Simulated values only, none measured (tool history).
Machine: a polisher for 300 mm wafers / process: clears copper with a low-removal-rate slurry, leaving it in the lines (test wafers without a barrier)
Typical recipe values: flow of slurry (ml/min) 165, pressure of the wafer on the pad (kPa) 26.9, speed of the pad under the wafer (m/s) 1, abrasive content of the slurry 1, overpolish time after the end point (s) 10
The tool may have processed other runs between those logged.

| run | hour | flow of slurry (ml/min) | pressure of the wafer on the pad (kPa) | speed of the pad under the wafer (m/s) | abrasive content of the slurry | overpolish time after the end point (s) | wafers since the last listed run | wafers polished on this pad | hours since the slurry nozzle was cleaned | hours since the head pressure was calibrated | hours since the slurry blender was calibrated | incoming thickness of the incoming film, nm | time until the end point was called (s) | dishing of a wide line in a test structure (Å) |
|---|---|---|---|---|---|---|---|---|---|---|---|---|---|---|
| 1 | 0 | 165 | 26.9 | 1 | 1 | 10 | 0 | 666 | 29.3 | 170.5 | 160.7 | 556.9 | 122.4 | 204 |
|  | 115.6 | slurry blender recalibrated |
| 2 | 131.9 | 165 | 26.9 | 1 | 1 | 7 | 856 | 1523 | 161.2 | 302.4 | 16.3 | 548.6 | 129.1 | 157 |
|  | 149.1 | worn pad replaced by a new one |
| 3 | 261.9 | 165 | 26.9 | 1 | 1 | 7 | 830 | 743 | 291.2 | 432.4 | 146.3 | 548.8 | 127.1 | 156 |
| 4 | 323.8 | 165 | 26.9 | 1 | 1 | 7 | 408 | 1151 | 353.1 | 494.3 | 208.2 | 546 | 130.5 | 157 |
| 5 | 386.4 | 185 | 26.9 | 1 | 1 | 10 | 412 | 1564 | 415.7 | 556.9 | 270.8 | 553 | 132.6 | 194 |
| 6 | 424.6 | 165 | 26.9 | 1 | 1.15 | 10 | 251 | 1816 | 453.9 | 595.1 | 309 | 539.8 | 130.7 | 194 |
|  | 429.4 | head pressure recalibrated |
|  | 439.6 | slurry blender recalibrated |
|  | 460 | worn pad replaced by a new one |
| 7 | 495 | 165 | 26.9 | 1 | 1 | 10 | 411 | 230 | 524.3 | 65.6 | 55.4 | 546.8 | 124 | 203 |
| 8 | 525.1 | 165 | 26.9 | 1 | 1 | 10 | 198 | 429 | 554.4 | 95.7 | 85.5 | 560.1 | 130.3 | 192 |
| 9 | 587.8 | 165 | 26.9 | 1 | 1.2 | 10 | 413 | 842 | 617.1 | 158.4 | 148.2 | 539.9 | 122.8 | 197 |
| 10 | 715.5 | 165 | 26.9 | 1.22 | 1 | 12 | 842 | 1684 | 744.8 | 286.1 | 275.9 | 558.7 | 117.8 | 228 |
|  | 752.4 | worn pad replaced by a new one |
|  | 767.7 | slurry blender recalibrated |
| 11 | 777.2 | 165 | 26.9 | 1.22 | 1 | 12 | 367 | 150 | 806.5 | 347.8 | 9.5 | 543.9 | 105.6 | 238 |
| 12 | 832 | 165 | 26.9 | 1.22 | 1 | 12 | 361 | 511 | 861.3 | 402.6 | 64.3 | 551.2 | 110.6 | 236 |
|  | 855.5 | slurry nozzle cleaned |
| 13 | 877.8 | 140 | 19.3 | 1.34 | 1 | 10 | 295 | 807 | 22.3 | 448.4 | 110.1 | 555.6 | 121.8 | 200 |
| 14 | 910.9 | 165 | 33.8 | 1 | 1 | 10 | 218 | 1025 | 55.4 | 481.5 | 143.2 | 548.5 | 103.7 | 228 |

Estimate the outcome of run 15 from the log above:
| 15 | 958.6 | 120 | 26.9 | 1 | 1 | 7 | 314 | 1339 | 103.1 | 529.2 | 190.9 | 547.2 | ? | ? |

time until the end point was called (s): 135.9
dishing of a wide line in a test structure (Å): 154
Take away the tool's hidden state, keep the run-to-run variation as it was, and the same run would have given time until the end point was called (s) 122.9, dishing of a wide line in a test structure (Å) 165.
